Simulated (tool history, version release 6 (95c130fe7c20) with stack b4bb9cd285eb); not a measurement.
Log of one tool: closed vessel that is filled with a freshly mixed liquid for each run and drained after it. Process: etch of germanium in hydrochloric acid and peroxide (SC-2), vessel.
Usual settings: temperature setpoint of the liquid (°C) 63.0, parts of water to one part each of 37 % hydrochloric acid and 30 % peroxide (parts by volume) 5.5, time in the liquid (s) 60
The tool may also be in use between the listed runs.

run,hour,temperature setpoint of the liquid (°C),parts of water to one part each of 37 % hydrochloric acid and 30 % peroxide (parts by volume),time in the liquid (s),"read-back film thickness of the germanium reference wafer, read on the same gauge (nm)",thickness taken off the germanium on a monitor wafer (Å)
1,0.0,63.0,5.5,60,109.98,2091.8
2,11.8,57.0,5.5,60,110.03,1742.6
3,20.3,57.0,5.5,60,109.99,1738.0
4,37.5,63.0,5.5,85,109.99,2954.3
5,50.5,63.0,5.5,85,110.01,2963.5
6,64.1,63.0,5.5,60,109.97,2092.6
# hour 73.7: thermometer replaced
7,76.1,63.0,5.5,60,110.01,2255.7
8,89.7,63.0,5.5,60,110.00,2250.4
9,101.0,63.0,4.5,40,109.98,1513.2
# hour 111.8: new drum of peroxide connected
10,115.9,63.0,4.5,40,110.04,1505.7
11,128.4,63.0,5.5,60,110.02,2250.1
# hour 137.1: chemicals flow meter replaced
12,139.2,63.0,5.5,60,110.01,2252.3
13,147.9,57.5,7.5,60,109.98,1875.0
14,164.3,68.0,7.0,90,110.04,3847.0
15,171.4,63.0,4.0,85,110.01,3217.8
16,184.7,63.0,5.5,45,109.99,1687.4
17,191.2,63.0,5.5,60,109.98,2243.3
18,200.9,63.0,5.5,60,109.99,2242.5
19,214.6,68.0,7.5,60,110.00,2549.9
# hour 222.0: gauge calibrated
20,226.7,66.5,4.0,80,109.95,3335.8

Forecast run 21:
21,235.5,56.0,6.5,90,?,?

Run 21 gave read-back film thickness of the germanium reference wafer, read on the same gauge (nm) 110.02, thickness taken off the germanium on a monitor wafer (Å) 2691.8.
Without the tool's hidden state the same run would have given thickness taken off the germanium on a monitor wafer (Å) 2743.7.

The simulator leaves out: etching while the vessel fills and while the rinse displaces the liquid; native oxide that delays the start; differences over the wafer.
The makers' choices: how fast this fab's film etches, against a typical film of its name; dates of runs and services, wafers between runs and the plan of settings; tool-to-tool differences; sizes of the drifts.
